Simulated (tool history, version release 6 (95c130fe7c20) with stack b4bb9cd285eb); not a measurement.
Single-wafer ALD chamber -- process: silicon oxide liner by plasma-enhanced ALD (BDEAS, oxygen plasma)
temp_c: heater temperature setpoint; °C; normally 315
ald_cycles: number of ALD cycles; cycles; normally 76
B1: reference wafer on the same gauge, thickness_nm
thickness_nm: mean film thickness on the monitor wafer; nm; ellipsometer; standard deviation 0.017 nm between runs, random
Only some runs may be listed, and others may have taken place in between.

Run 1, hour 0: usual settings; B1 6.174. Result: thickness_nm 6.902 nm.
Run 2, hour 12.4: usual settings; B1 6.178. Result: thickness_nm 6.878 nm.
Run 3, hour 20.9: usual settings; B1 6.181. Result: thickness_nm 6.877 nm.
Run 4, hour 34.3: usual settings but ald_cycles 72 cycles; B1 6.173. Result: thickness_nm 6.527 nm.
Run 5, hour 45: usual settings but ald_cycles 72 cycles; B1 6.181. Result: thickness_nm 6.514 nm.
Run 6, hour 62.2: usual settings; B1 6.183. Result: thickness_nm 6.89 nm.
Run 7, hour 73.8: usual settings; B1 6.179. Result: thickness_nm 6.871 nm.
Run 8, hour 84.2: usual settings; B1 6.182. Result: thickness_nm 6.859 nm.
Run 9, hour 102.1: usual settings but temp_c 324 °C, ald_cycles 66 cycles; B1 6.184. Result: thickness_nm 5.873 nm.
At hour 105.3: gauge calibrated.
Run 10, hour 118.6: usual settings but temp_c 319 °C; B1 6.177. Result: thickness_nm 6.843 nm.
Run 11, hour 125: usual settings; B1 6.174. Result: thickness_nm 6.905 nm.
Run 12, hour 133.9: usual settings; B1 6.179. Result: thickness_nm 6.874 nm.
Run 13, hour 151: usual settings but ald_cycles 90 cycles; B1 6.184. Result: thickness_nm 8.142 nm.
Run 14, hour 160.3: usual settings but ald_cycles 67 cycles; B1 6.186. Result: thickness_nm 6.073 nm.
Run 15, hour 169.9: usual settings but ald_cycles 61 cycles; B1 6.178. Result: thickness_nm 5.512 nm.
Run 16, hour 178.5: usual settings but temp_c 324 °C, ald_cycles 66 cycles; B1 6.184. Result: thickness_nm 5.871 nm.
At hour 194.6: thermocouple changed; heater temperature recalibrated.
Run 17, hour 195.1: usual settings; B1 6.178. Result: thickness_nm 6.889 nm.
Run 18, hour 198.5: usual settings; B1 6.179. Result: thickness_nm 6.873 nm.
Run 19, hour 205: usual settings but temp_c 301 °C, ald_cycles 70 cycles; B1 6.178. Result: thickness_nm 6.466 nm.
Run 20, hour 249: usual settings; B1 6.178. Result: thickness_nm 6.877 nm.
Run 21, hour 255.4: usual settings but temp_c 304 °C, ald_cycles 90 cycles; B1 6.18. Result: thickness_nm 8.276 nm.
Run 22, hour 264.5: usual settings but temp_c 309 °C, ald_cycles 72 cycles; B1 6.176. Result: thickness_nm 6.562 nm.
Run 23, hour 283.5: usual settings but temp_c 329 °C; B1 6.177. Result: thickness_nm 6.702 nm.
Run 24, hour 301.3: usual settings but temp_c 311 °C, ald_cycles 89 cycles; B1 6.18. Result: thickness_nm 8.126 nm.

Each row is a separate what-if for the run after 24, all from the same tool condition, not one after another. Results?
Run A, hour 301.8: usual settings; B1 ?. Result: thickness_nm ?.
Run B, hour 301.8: usual settings but temp_c 324 °C, ald_cycles 87 cycles; B1 ?. Result: thickness_nm ?.
Run C, hour 301.8: usual settings but temp_c 304 °C, ald_cycles 83 cycles; B1 ?. Result: thickness_nm ?.
Run D, hour 301.8: usual settings but temp_c 304 °C; B1 ?. Result: thickness_nm ?.
Run E, hour 301.8: usual settings but temp_c 305 °C, ald_cycles 89 cycles; B1 ?. Result: thickness_nm ?.

run     B1  thickness_nm
  A  6.182         6.873
  B  6.182         7.753
  C  6.182          7.64
  D  6.182         6.996
  E  6.182          8.18
With no hidden state in the tool, these same runs would have given:
run  thickness_nm
  A         6.873
  B         7.753
  C          7.64
  D         6.996
  E          8.18

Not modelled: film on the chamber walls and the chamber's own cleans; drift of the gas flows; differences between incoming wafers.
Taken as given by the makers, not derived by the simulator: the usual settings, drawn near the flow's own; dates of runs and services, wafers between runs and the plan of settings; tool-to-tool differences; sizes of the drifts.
